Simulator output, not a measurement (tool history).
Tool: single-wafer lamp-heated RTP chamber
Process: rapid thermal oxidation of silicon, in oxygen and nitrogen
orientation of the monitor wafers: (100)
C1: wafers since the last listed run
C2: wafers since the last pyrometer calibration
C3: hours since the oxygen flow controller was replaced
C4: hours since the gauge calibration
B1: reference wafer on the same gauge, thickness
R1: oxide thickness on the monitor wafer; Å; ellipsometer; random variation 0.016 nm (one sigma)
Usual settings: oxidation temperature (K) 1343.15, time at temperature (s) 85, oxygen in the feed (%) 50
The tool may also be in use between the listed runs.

run 1 hour=0 | oxidation_temperature_(K)=1343.15 time_at_temperature_(s)=85 oxygen_in_the_feed_(%)=50 | C1=0 C2=2126 C3=1902.4 C4=269.6 | B1=9.511 | R1=81.69
run 2 hour=53 | oxidation_temperature_(K)=1343.15 time_at_temperature_(s)=85 oxygen_in_the_feed_(%)=50 | C1=322 C2=2448 C3=1955.4 C4=322.6 | B1=9.508 | R1=81.62
-- hour=84.1 pyrometer window cleaned and pyrometer calibrated
run 3 hour=94.6 | oxidation_temperature_(K)=1343.15 time_at_temperature_(s)=85 oxygen_in_the_feed_(%)=50 | C1=204 C2=63 C3=1997 C4=364.2 | B1=9.514 | R1=80.62
run 4 hour=122.2 | oxidation_temperature_(K)=1343.15 time_at_temperature_(s)=85 oxygen_in_the_feed_(%)=50 | C1=168 C2=231 C3=2024.6 C4=391.8 | B1=9.512 | R1=80.93
run 5 hour=325.2 | oxidation_temperature_(K)=1343.15 time_at_temperature_(s)=85 oxygen_in_the_feed_(%)=50 | C1=1235 C2=1467 C3=2227.6 C4=594.8 | B1=9.509 | R1=81.47
run 6 hour=353.5 | oxidation_temperature_(K)=1343.15 time_at_temperature_(s)=85 oxygen_in_the_feed_(%)=50 | C1=172 C2=1640 C3=2255.9 C4=623.1 | B1=9.508 | R1=81.25
run 7 hour=383.7 | oxidation_temperature_(K)=1343.15 time_at_temperature_(s)=85 oxygen_in_the_feed_(%)=50 | C1=183 C2=1824 C3=2286.1 C4=653.3 | B1=9.509 | R1=81.41
run 8 hour=455.5 | oxidation_temperature_(K)=1343.15 time_at_temperature_(s)=85 oxygen_in_the_feed_(%)=50 | C1=437 C2=2261 C3=2357.9 C4=725.1 | B1=9.506 | R1=81.68
-- hour=548.1 pyrometer window cleaned and pyrometer calibrated
run 9 hour=605.6 | oxidation_temperature_(K)=1332.15 time_at_temperature_(s)=85 oxygen_in_the_feed_(%)=50 | C1=865 C2=350 C3=2508 C4=875.2 | B1=9.51 | R1=75.05
run 10 hour=674.7 | oxidation_temperature_(K)=1332.15 time_at_temperature_(s)=85 oxygen_in_the_feed_(%)=50 | C1=420 C2=770 C3=2577.1 C4=944.3 | B1=9.509 | R1=75.26
-- hour=696 oxygen flow controller replaced
run 11 hour=740.2 | oxidation_temperature_(K)=1343.15 time_at_temperature_(s)=85 oxygen_in_the_feed_(%)=50 | C1=350 C2=1120 C3=44.2 C4=1009.8 | B1=9.513 | R1=80.27
run 12 hour=772.2 | oxidation_temperature_(K)=1343.15 time_at_temperature_(s)=85 oxygen_in_the_feed_(%)=50 | C1=194 C2=1315 C3=76.2 C4=1041.8 | B1=9.51 | R1=80.52
-- hour=875.1 gauge calibrated
run 13 hour=915.2 | oxidation_temperature_(K)=1343.15 time_at_temperature_(s)=110 oxygen_in_the_feed_(%)=50 | C1=870 C2=2186 C3=219.2 C4=40.1 | B1=9.51 | R1=91.1
run 14 hour=964.4 | oxidation_temperature_(K)=1363.15 time_at_temperature_(s)=124 oxygen_in_the_feed_(%)=25 | C1=299 C2=2485 C3=268.4 C4=89.3 | B1=9.513 | R1=85.75
-- hour=981.8 pyrometer window cleaned and pyrometer calibrated
run 15 hour=1034.4 | oxidation_temperature_(K)=1343.15 time_at_temperature_(s)=59 oxygen_in_the_feed_(%)=61 | C1=377 C2=320 C3=338.4 C4=159.3 | B1=9.504 | R1=73.1
run 16 hour=1077.4 | oxidation_temperature_(K)=1343.15 time_at_temperature_(s)=85 oxygen_in_the_feed_(%)=50 | C1=261 C2=582 C3=381.4 C4=202.3 | B1=9.509 | R1=80.59
run 17 hour=1125.8 | oxidation_temperature_(K)=1370.15 time_at_temperature_(s)=65 oxygen_in_the_feed_(%)=77 | C1=294 C2=876 C3=429.8 C4=250.7 | B1=9.512 | R1=98.79
run 18 hour=1155.2 | oxidation_temperature_(K)=1324.15 time_at_temperature_(s)=105 oxygen_in_the_feed_(%)=32 | C1=179 C2=1055 C3=459.2 C4=280.1 | B1=9.508 | R1=66.89
run 19 hour=1201.4 | oxidation_temperature_(K)=1329.15 time_at_temperature_(s)=60 oxygen_in_the_feed_(%)=50 | C1=281 C2=1337 C3=505.4 C4=326.3 | B1=9.511 | R1=63.26
run 20 hour=1267.5 | oxidation_temperature_(K)=1351.15 time_at_temperature_(s)=48 oxygen_in_the_feed_(%)=70 | C1=402 C2=1739 C3=571.5 C4=392.4 | B1=9.508 | R1=74.28
run 21 hour=1332.9 | oxidation_temperature_(K)=1343.15 time_at_temperature_(s)=85 oxygen_in_the_feed_(%)=50 | C1=398 C2=2137 C3=636.9 C4=457.8 | B1=9.511 | R1=81.23
-- hour=1422.8 pyrometer window cleaned and pyrometer calibrated
run 22 hour=1525.3 | oxidation_temperature_(K)=1314.15 time_at_temperature_(s)=111 oxygen_in_the_feed_(%)=65 | C1=1122 C2=624 C3=829.3 C4=650.2 | B1=9.512 | R1=82.41
run 23 hour=1584.4 | oxidation_temperature_(K)=1343.15 time_at_temperature_(s)=85 oxygen_in_the_feed_(%)=50 | C1=359 C2=983 C3=888.4 C4=709.3 | B1=9.511 | R1=81.26
run 24 hour=1646.9 | oxidation_temperature_(K)=1343.15 time_at_temperature_(s)=85 oxygen_in_the_feed_(%)=50 | C1=380 C2=1364 C3=950.9 C4=771.8 | B1=9.503 | R1=81.44
run 25 hour=1678.5 | oxidation_temperature_(K)=1343.15 time_at_temperature_(s)=85 oxygen_in_the_feed_(%)=50 | C1=192 C2=1556 C3=982.5 C4=803.4 | B1=9.511 | R1=81.82
run 26 hour=1733.6 | oxidation_temperature_(K)=1343.15 time_at_temperature_(s)=85 oxygen_in_the_feed_(%)=28 | C1=335 C2=1892 C3=1037.6 C4=858.5 | B1=9.505 | R1=66.59

Forecast each of these 3 alternatives for the next run:
run A hour=1734.1 | oxidation_temperature_(K)=1318.15 time_at_temperature_(s)=85 oxygen_in_the_feed_(%)=50 | C1=3 C2=1895 C3=1038.1 C4=859 | B1=? | R1=?
run B hour=1734.1 | oxidation_temperature_(K)=1343.15 time_at_temperature_(s)=53 oxygen_in_the_feed_(%)=50 | C1=3 C2=1895 C3=1038.1 C4=859 | B1=? | R1=?
run C hour=1734.1 | oxidation_temperature_(K)=1358.15 time_at_temperature_(s)=44 oxygen_in_the_feed_(%)=60 | C1=3 C2=1895 C3=1038.1 C4=859 | B1=? | R1=?

run=A B1=9.511 R1=69.19
run=B B1=9.511 R1=66.36
run=C B1=9.511 R1=71.75
Without the tool's hidden state the same runs would have given:
run=A R1=67.46
run=B R1=64.74
run=C R1=70.2
